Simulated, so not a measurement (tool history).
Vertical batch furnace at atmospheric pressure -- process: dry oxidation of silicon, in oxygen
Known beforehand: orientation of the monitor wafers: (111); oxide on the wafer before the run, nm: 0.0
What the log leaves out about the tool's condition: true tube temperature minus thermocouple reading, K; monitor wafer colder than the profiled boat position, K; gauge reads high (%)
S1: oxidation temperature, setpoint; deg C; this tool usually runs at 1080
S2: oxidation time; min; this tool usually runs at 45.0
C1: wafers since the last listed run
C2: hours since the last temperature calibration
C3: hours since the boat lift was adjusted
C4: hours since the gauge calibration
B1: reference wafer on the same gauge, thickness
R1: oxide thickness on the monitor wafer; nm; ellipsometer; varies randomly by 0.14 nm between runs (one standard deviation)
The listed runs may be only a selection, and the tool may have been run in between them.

| run | hour | S1 | S2 | C1 | C2 | C3 | C4 | B1 | R1 |
|---|---|---|---|---|---|---|---|---|---|
| 1 | 0.0 | 1072 | 38.5 | 0 | 2155.1 | 2355.9 | 36.3 | 85.36 | 82.47 |
| 2 | 17.6 | 1080 | 33.0 | 354 | 2172.7 | 2373.5 | 53.9 | 85.42 | 79.13 |
| 3 | 24.2 | 1080 | 33.0 | 132 | 2179.3 | 2380.1 | 60.5 | 85.48 | 79.01 |
| 4 | 37.6 | 1080 | 45.0 | 269 | 2192.7 | 2393.5 | 73.9 | 85.52 | 96.30 |
| 5 | 46.2 | 1080 | 45.0 | 173 | 2201.3 | 2402.1 | 82.5 | 85.54 | 96.46 |
| 6 | 62.9 | 1080 | 45.0 | 336 | 2218.0 | 2418.8 | 99.2 | 85.60 | 96.44 |
| 7 | 70.8 | 1080 | 45.0 | 159 | 2225.9 | 2426.7 | 107.1 | 85.61 | 96.24 |
| 8 | 76.9 | 1080 | 45.0 | 122 | 2232.0 | 2432.8 | 113.2 | 85.67 | 96.30 |
|  | 104.7 | gauge calibrated |
|  | 105.1 | thermocouples replaced and temperature profile calibrated |
| 9 | 105.6 | 1080 | 45.0 | 94 | 0.5 | 2461.5 | 0.9 | 85.20 | 95.75 |
| 10 | 109.7 | 1080 | 45.0 | 82 | 4.6 | 2465.6 | 5.0 | 85.20 | 96.11 |
| 11 | 113.7 | 1080 | 45.0 | 80 | 8.6 | 2469.6 | 9.0 | 85.28 | 96.27 |
|  | 143.4 | boat lift adjusted |
| 12 | 143.9 | 1080 | 45.0 | 124 | 38.8 | 0.5 | 39.2 | 85.32 | 96.12 |
| 13 | 147.9 | 1080 | 45.0 | 80 | 42.8 | 4.5 | 43.2 | 85.32 | 96.19 |
| 14 | 152.0 | 1080 | 45.0 | 82 | 46.9 | 8.6 | 47.3 | 85.38 | 95.92 |
| 15 | 168.7 | 1090 | 25.0 | 336 | 63.6 | 25.3 | 64.0 | 85.37 | 71.54 |
| 16 | 177.6 | 1092 | 60.0 | 179 | 72.5 | 34.2 | 72.9 | 85.47 | 124.95 |
| 17 | 183.6 | 1094 | 22.5 | 120 | 78.5 | 40.2 | 78.9 | 85.47 | 68.88 |
| 18 | 200.2 | 1092 | 61.5 | 334 | 95.1 | 56.8 | 95.5 | 85.49 | 126.67 |
| 19 | 210.1 | 1089 | 32.0 | 199 | 105.0 | 66.7 | 105.4 | 85.59 | 83.14 |
| 20 | 219.1 | 1080 | 45.0 | 181 | 114.0 | 75.7 | 114.4 | 85.59 | 96.43 |
| 21 | 225.9 | 1073 | 60.0 | 136 | 120.8 | 82.5 | 121.2 | 85.59 | 110.18 |
| 22 | 242.8 | 1080 | 45.0 | 340 | 137.7 | 99.4 | 138.1 | 85.68 | 96.32 |
| 23 | 254.1 | 1080 | 45.0 | 227 | 149.0 | 110.7 | 149.4 | 85.71 | 96.30 |
| 24 | 264.8 | 1080 | 57.5 | 215 | 159.7 | 121.4 | 160.1 | 85.76 | 112.66 |
| 25 | 272.5 | 1060 | 45.0 | 154 | 167.4 | 129.1 | 167.8 | 85.77 | 84.57 |
|  | 282.3 | gauge calibrated |
| 26 | 289.3 | 1057 | 57.5 | 338 | 184.2 | 145.9 | 7.0 | 85.32 | 96.88 |
| 27 | 303.3 | 1080 | 45.0 | 281 | 198.2 | 159.9 | 21.0 | 85.32 | 96.10 |

How would selected steps in R1 from run to run divide? Give the signed amount a tool lacking its hidden state would still show from settings, what came in and random variation, and the signed amount left for the hidden state, including any gauge scatter that is not in both of the compared results.
Run 8 -> 9: gauge calibrated, thermocouples replaced and temperature profile calibrated. R1 -0.55 nm: hidden state -0.48, all else -0.07.
Run 16 -> 17: S1 1092 -> 1094, S2 60.0 -> 22.5. R1 -56.07 nm: hidden state -0.07, all else -56.00.
Run 17 -> 18: S1 1094 -> 1092, S2 22.5 -> 61.5. R1 +57.79 nm: hidden state +0.20, all else +57.59.
Run 25 -> 26: S1 1060 -> 1057, S2 45.0 -> 57.5, gauge calibrated. R1 +12.31 nm: hidden state -0.45, all else +12.76.
